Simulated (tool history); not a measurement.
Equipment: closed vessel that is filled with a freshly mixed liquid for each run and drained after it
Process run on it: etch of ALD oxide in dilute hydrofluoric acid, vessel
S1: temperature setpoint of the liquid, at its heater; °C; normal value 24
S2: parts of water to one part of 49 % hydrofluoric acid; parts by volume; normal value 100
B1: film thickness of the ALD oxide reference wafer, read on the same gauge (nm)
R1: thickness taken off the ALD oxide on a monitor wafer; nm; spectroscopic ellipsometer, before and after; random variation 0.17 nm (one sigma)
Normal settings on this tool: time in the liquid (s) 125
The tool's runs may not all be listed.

run 1 hour=0 | S1=24 S2=100 time_in_the_liquid_(s)=125 | B1=120.02 | R1=22.95
run 2 hour=103.4 | S1=24 S2=100 time_in_the_liquid_(s)=125 | B1=120.02 | R1=22.82
run 3 hour=198 | S1=24 S2=130 time_in_the_liquid_(s)=125 | B1=119.99 | R1=16.92
run 4 hour=249.8 | S1=24 S2=130 time_in_the_liquid_(s)=125 | B1=120.01 | R1=16.88
run 5 hour=307.9 | S1=24 S2=100 time_in_the_liquid_(s)=125 | B1=120 | R1=22.99
run 6 hour=388.9 | S1=24 S2=100 time_in_the_liquid_(s)=125 | B1=119.99 | R1=22.6
run 7 hour=489.3 | S1=24 S2=100 time_in_the_liquid_(s)=125 | B1=120.02 | R1=22.46
run 8 hour=551.3 | S1=24 S2=100 time_in_the_liquid_(s)=125 | B1=120 | R1=22.67
run 9 hour=617.1 | S1=24 S2=100 time_in_the_liquid_(s)=125 | B1=120 | R1=22.71
run 10 hour=724.9 | S1=24 S2=100 time_in_the_liquid_(s)=125 | B1=119.99 | R1=22.4
run 11 hour=823.1 | S1=24 S2=100 time_in_the_liquid_(s)=125 | B1=119.99 | R1=22.35
run 12 hour=876.8 | S1=24 S2=85 time_in_the_liquid_(s)=90 | B1=119.99 | R1=19.23
run 13 hour=929.4 | S1=24 S2=100 time_in_the_liquid_(s)=125 | B1=120 | R1=22.19
run 14 hour=1009.4 | S1=20 S2=55 time_in_the_liquid_(s)=180 | B1=120.01 | R1=51.93
run 15 hour=1067.8 | S1=20.5 S2=65 time_in_the_liquid_(s)=80 | B1=120 | R1=19.95
run 16 hour=1123.8 | S1=22 S2=100 time_in_the_liquid_(s)=125 | B1=119.99 | R1=20.31
run 17 hour=1215.8 | S1=19.5 S2=70 time_in_the_liquid_(s)=125 | B1=120.01 | R1=26.78
run 18 hour=1294.6 | S1=25.5 S2=150 time_in_the_liquid_(s)=100 | B1=120 | R1=11.59
run 19 hour=1349.3 | S1=24 S2=70 time_in_the_liquid_(s)=125 | B1=120 | R1=35.3
run 20 hour=1392.3 | S1=24 S2=135 time_in_the_liquid_(s)=100 | B1=120 | R1=13.41
run 21 hour=1477.3 | S1=24 S2=100 time_in_the_liquid_(s)=125 | B1=120 | R1=23.56
run 22 hour=1578.2 | S1=24 S2=100 time_in_the_liquid_(s)=185 | B1=119.98 | R1=34.66
run 23 hour=1638.5 | S1=24 S2=100 time_in_the_liquid_(s)=125 | B1=120.02 | R1=23.48
run 24 hour=1731.7 | S1=24 S2=100 time_in_the_liquid_(s)=125 | B1=120.01 | R1=23.26
run 25 hour=1980.3 | S1=24 S2=150 time_in_the_liquid_(s)=125 | B1=119.99 | R1=14.53

Put back what was entered between runs (3 entries, withheld): which listed runs does each sit between, and how does the hidden state differ from the listed run before to the listed run after?
After run 9, before run 10: gauge calibrated (hour 689.4)
  liquid colder than its thermometer reads (K): 1.62 -> 1.7
  measured result minus the result with no hidden state, R1: -1.51 -> -1.58 nm
After run 10, before run 11: hydrofluoric acid flow meter replaced (hour 795.3)
  liquid colder than its thermometer reads (K): 1.7 -> 1.78
  measured result minus the result with no hidden state, R1: -1.58 -> -1.65 nm
After run 18, before run 19: thermometer replaced (hour 1317.1)
  liquid colder than its thermometer reads (K): 2.13 -> 0.257
  measured result minus the result with no hidden state, R1: -0.97 -> -0.37 nm
